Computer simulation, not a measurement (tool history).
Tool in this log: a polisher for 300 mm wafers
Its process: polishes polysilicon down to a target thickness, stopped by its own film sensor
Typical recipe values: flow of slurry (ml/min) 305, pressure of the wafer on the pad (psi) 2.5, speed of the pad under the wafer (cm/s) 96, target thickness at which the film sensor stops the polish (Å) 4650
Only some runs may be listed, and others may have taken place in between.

run    hour  flow of slurry (ml/min)  pressure of the wafer on the pad (psi)  speed of the pad under the wafer (cm/s)  target thickness at which the film sensor stops the polish (Å)  wafers since the last listed run  wafers polished on this pad  hours since the slurry nozzle was cleaned  hours since the head pressure was calibrated  incoming thickness of the incoming film, nm  time until the film sensor stopped the polish (s)
  1     0.0                      305                                     3.1                                       96                                                            4650                                 0                         1874                                      203.9                                          36.4                                       1058.8                                               58.4
  2    46.1                      305                                     3.1                                       96                                                            4650                               320                         2194                                      250.0                                          82.5                                       1066.3                                               59.9
      245.9  -- slurry nozzle cleaned
      253.7  -- worn pad replaced by a new one
  3   255.4                      305                                     2.5                                       96                                                            4650                              1418                           12                                        9.5                                         291.8                                       1046.6                                               70.3
  4   340.6                      305                                     2.5                                       96                                                            4650                               591                          603                                       94.7                                         377.0                                       1053.8                                               72.5
      418.0  -- head pressure recalibrated
  5   418.5                      380                                     2.5                                       96                                                            4650                               527                         1130                                      172.6                                           0.5                                       1085.0                                               76.1
  6   475.6                      305                                     2.5                                       96                                                            4650                               396                         1527                                      229.7                                          57.6                                       1046.9                                               72.7
  7   566.4                      305                                     2.5                                       96                                                            4650                               630                         2157                                      320.5                                         148.4                                       1061.4                                               75.7
  8   668.4                      305                                     2.5                                       96                                                            4110                               708                         2866                                      422.5                                         250.4                                       1052.2                                               82.8
      752.6  -- worn pad replaced by a new one
  9   754.9                      305                                     2.5                                       96                                                            4110                               572                           16                                      509.0                                         336.9                                       1062.1                                               85.3
      802.9  -- slurry nozzle cleaned
      849.7  -- head pressure recalibrated
 10   988.4                      305                                     2.5                                       96                                                            4110                              1600                         1616                                      185.5                                         138.7                                       1064.5                                               80.3
 11  1090.5                      305                                     2.5                                       96                                                            4650                               709                         2325                                      287.6                                         240.8                                       1059.6                                               73.1
     1216.0  -- worn pad replaced by a new one
 12  1279.0                      305                                     2.5                                       96                                                            4650                              1281                          437                                      476.1                                         429.3                                       1041.0                                               74.0
     1300.0  -- head pressure recalibrated
     1310.0  -- slurry nozzle cleaned
 13  1363.3                      305                                     2.5                                       96                                                            4650                               564                         1001                                       53.3                                          63.3                                       1057.1                                               72.9
 14  1406.9                      305                                     2.5                                       96                                                            6040                               302                         1304                                       96.9                                         106.9                                       1059.0                                               54.9
 15  1451.0                      305                                     2.5                                       96                                                            6040                               306                         1610                                      141.0                                         151.0                                       1068.1                                               56.8
 16  1522.5                      260                                     2.7                                       96                                                            5650                               496                         2107                                      212.5                                         222.5                                       1053.8                                               56.6
 17  1576.6                      305                                     1.7                                       96                                                            4650                               375                         2483                                      266.6                                         276.6                                       1064.5                                              107.9
 18  1674.3                      255                                     2.5                                       84                                                            5930                               678                         3161                                      364.3                                         374.3                                       1058.8                                               66.7
     1720.2  -- worn pad replaced by a new one, of another model than before
 19  1721.3                      305                                     2.5                                       96                                                            4650                               298                            7                                      411.3                                         421.3                                       1065.6                                               82.7
     1748.9  -- head pressure recalibrated
     1827.8  -- slurry nozzle cleaned
 20  1828.3                      305                                     2.5                                       96                                                            4650                               722                          729                                        0.5                                          79.4                                       1072.8                                               73.8
 21  1908.6                      380                                     2.5                                       96                                                            4650                               557                         1287                                       80.8                                         159.7                                       1056.0                                               68.6
 22  2001.7                      225                                     2.5                                       96                                                            4650                               646                         1933                                      173.9                                         252.8                                       1051.6                                               82.3
 23  2071.8                      305                                     2.5                                       96                                                            2890                               486                         2420                                      244.0                                         322.9                                       1056.4                                               97.2
 24  2127.7                      390                                     2.5                                       96                                                            2830                               388                         2808                                      299.9                                         378.8                                       1051.7                                               94.3
 25  2177.2                      380                                     2.1                                       84                                                            5500                               343                         3152                                      349.4                                         428.3                                       1047.4                                               74.1
     2188.4  -- head pressure recalibrated
     2204.3  -- worn pad replaced by a new one
 26  2241.2                      305                                     2.5                                      110                                                            4650                               402                          255                                      413.4                                          52.8                                       1083.9                                               79.4
     2310.7  -- slurry nozzle cleaned
 27  2327.3                      390                                     3.4                                       96                                                            4650                               590                          846                                       16.6                                         138.9                                       1057.3                                               57.1
 28  2363.3                      305                                     2.5                                       96                                                            2610                               250                         1096                                       52.6                                         174.9                                       1077.6                                              101.3
 29  2403.5                      305                                     2.5                                       96                                                            4650                               279                         1376                                       92.8                                         215.1                                       1046.5                                               72.7
 30  2497.1                      305                                     3.4                                       96                                                            5870                               650                         2026                                      186.4                                         308.7                                       1047.8                                               47.7

Predict each of these 5 candidate next runs independently; none follows another, all start after run 30:
  A  2497.6                      305                                     2.5                                       96                                                            4650                                 3                         2029                                      186.9                                         309.2                                       1056.4                                                  ?
  B  2497.6                      390                                     2.5                                       96                                                            4650                                 3                         2029                                      186.9                                         309.2                                       1056.4                                                  ?
  C  2497.6                      305                                     3.1                                       86                                                            4650                                 3                         2029                                      186.9                                         309.2                                       1056.4                                                  ?
  D  2497.6                      305                                     2.5                                       96                                                            6620                                 3                         2029                                      186.9                                         309.2                                       1056.4                                                  ?
  E  2497.6                      305                                     2.0                                      120                                                            4650                                 3                         2029                                      186.9                                         309.2                                       1056.4                                                  ?

run  time until the film sensor stopped the polish (s)
  A                                               76.5
  B                                               72.9
  C                                               70.6
  D                                               51.0
  E                                               77.0
Without the tool's unlogged condition, the same runs would have read:
run  time until the film sensor stopped the polish (s)
  A                                               72.5
  B                                               70.3
  C                                               66.9
  D                                               48.3
  E                                               72.9
